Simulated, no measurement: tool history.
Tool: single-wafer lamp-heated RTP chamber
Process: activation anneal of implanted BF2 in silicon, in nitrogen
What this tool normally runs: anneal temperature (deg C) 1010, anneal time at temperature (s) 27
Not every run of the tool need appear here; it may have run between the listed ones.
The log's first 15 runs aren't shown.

| run | hour | anneal temperature (deg C) | anneal time at temperature (s) | read-back reference wafer on the same gauge, sheet resistance | sheet resistance of the implanted and annealed layer (ohm/square) |
|---|---|---|---|---|---|
| 16 | 1075.7 | 1010 | 27 | 222.22 | 251.08 |
| 17 | 1163.2 | 1010 | 27 | 222.26 | 251.96 |
|  | 1177.9 | pyrometer window cleaned and pyrometer calibrated |
| 18 | 1204.3 | 1010 | 27 | 221.89 | 246.45 |
| 19 | 1277.7 | 988 | 40 | 222.03 | 253.85 |
| 20 | 1365.2 | 1010 | 27 | 222.12 | 245.20 |
|  | 1409.3 | reflector plate cleaned |
| 21 | 1429.8 | 1028 | 27 | 221.91 | 236.06 |
| 22 | 1491.0 | 1010 | 27 | 221.87 | 243.99 |
| 23 | 1591.4 | 983 | 20 | 222.23 | 266.11 |
|  | 1678.4 | pyrometer window cleaned and pyrometer calibrated, repeated, since the last time left the tool worse |
| 24 | 1766.0 | 1021 | 20 | 222.19 | 250.61 |
| 25 | 1830.6 | 1026 | 43 | 221.80 | 233.83 |
| 26 | 1907.7 | 1010 | 40 | 221.85 | 244.25 |
| 27 | 1946.8 | 1032 | 15 | 221.54 | 245.81 |
|  | 2011.1 | reflector plate cleaned |
| 28 | 2030.3 | 1021 | 39 | 222.28 | 238.29 |
| 29 | 2121.1 | 1027 | 16 | 222.01 | 247.19 |
| 30 | 2171.3 | 1027 | 27 | 222.15 | 239.78 |
| 31 | 2265.5 | 1040 | 27 | 221.97 | 233.75 |
| 32 | 2328.3 | 1024 | 33 | 221.83 | 237.10 |
| 33 | 2382.3 | 1010 | 32 | 221.45 | 247.04 |
| 34 | 2451.0 | 1000 | 36 | 221.56 | 250.50 |
|  | 2496.8 | pyrometer window cleaned and pyrometer calibrated |
| 35 | 2497.3 | 1010 | 27 | 221.64 | 251.84 |

Predict the results of run 36:
|  | 2510.1 | reflector plate cleaned |
| 36 | 2545.5 | 1010 | 27 | ? | ? |

{"run 36": {"read-back reference wafer on the same gauge, sheet resistance": 222.2, "sheet resistance of the implanted and annealed layer (ohm/square)": 253.47}}
With no hidden state in the tool, this same run would have given sheet resistance of the implanted and annealed layer (ohm/square) 254.61.
